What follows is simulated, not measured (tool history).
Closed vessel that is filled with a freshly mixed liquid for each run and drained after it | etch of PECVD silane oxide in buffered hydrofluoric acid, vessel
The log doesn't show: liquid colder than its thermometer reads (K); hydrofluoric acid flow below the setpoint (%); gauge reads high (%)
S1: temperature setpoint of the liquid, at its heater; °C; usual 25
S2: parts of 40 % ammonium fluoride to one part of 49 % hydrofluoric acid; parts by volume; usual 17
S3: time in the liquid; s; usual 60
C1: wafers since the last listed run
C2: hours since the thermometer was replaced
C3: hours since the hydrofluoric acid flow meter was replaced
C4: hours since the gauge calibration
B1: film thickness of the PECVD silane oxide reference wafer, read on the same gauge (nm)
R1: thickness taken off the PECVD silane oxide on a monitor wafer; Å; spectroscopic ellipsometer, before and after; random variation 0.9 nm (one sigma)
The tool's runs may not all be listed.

run	hour	S1	S2	S3	C1	C2	C3	C4	B1	R1
1	0	23	17	60	0	25	283.9	608.4	110.03	989.2
2	93.8	25	17	40	12691	118.8	377.7	702.2	110.03	740.3
3	195.9	25	17	40	13814	220.9	479.8	804.3	109.99	720.7
4	238.6	25	17	40	5777	263.6	522.5	847	110.03	713.8
5	331.8	25	17	60	12610	356.8	615.7	940.2	110.01	1079.9
6	391.7	25	17	60	8104	416.7	675.6	1000.1	109.97	1070.1
7	482.2	25	17	60	12244	507.2	766.1	1090.6	110.02	1065.2
8	589.7	25	17	60	14544	614.7	873.6	1198.1	110.02	1066.7
9	672.7	25	17	60	11230	697.7	956.6	1281.1	110.02	1073
10	719.5	28.5	17	75	6332	744.5	1003.4	1327.9	110.01	1617.8
11	809.5	28.5	17	75	12177	834.5	1093.4	1417.9	109.98	1568.9
# hour 871.1: thermometer replaced
12	924.5	28.5	17	75	15424	53.4	1208.4	1532.9	109.97	1668.2
# hour 1193.3: hydrofluoric acid flow meter replaced
13	1197.1	25	22.5	60	36748	326	3.8	1805.5	110.04	846.9
14	1271.6	23	21.5	80	10080	400.5	78.3	1880	110.03	1045.1
15	1310.3	28	13	60	5236	439.2	117	1918.7	109.98	1648.1
16	1348.7	25	17	60	5195	477.6	155.4	1957.1	109.99	1068
# hour 1350.9: gauge calibrated
17	1418.3	25	17	60	9417	547.2	225	67.4	109.99	1081
18	1508.1	25	17	60	12150	637	314.8	157.2	110	1058.4
19	1549.6	27.5	17	70	5615	678.5	356.3	198.7	109.99	1423.2
20	1602	28.5	10.5	40	7089	730.9	408.7	251.1	110	1370.1

Forecast run 21:
# hour 1683.1: thermometer replaced
21	1703	23.5	19	30	13530	19.9	509.7	352.1	?	?

B1: 110.01
R1: 454.9 Å
Without the tool's hidden state the same run would have given R1 457.4 Å.

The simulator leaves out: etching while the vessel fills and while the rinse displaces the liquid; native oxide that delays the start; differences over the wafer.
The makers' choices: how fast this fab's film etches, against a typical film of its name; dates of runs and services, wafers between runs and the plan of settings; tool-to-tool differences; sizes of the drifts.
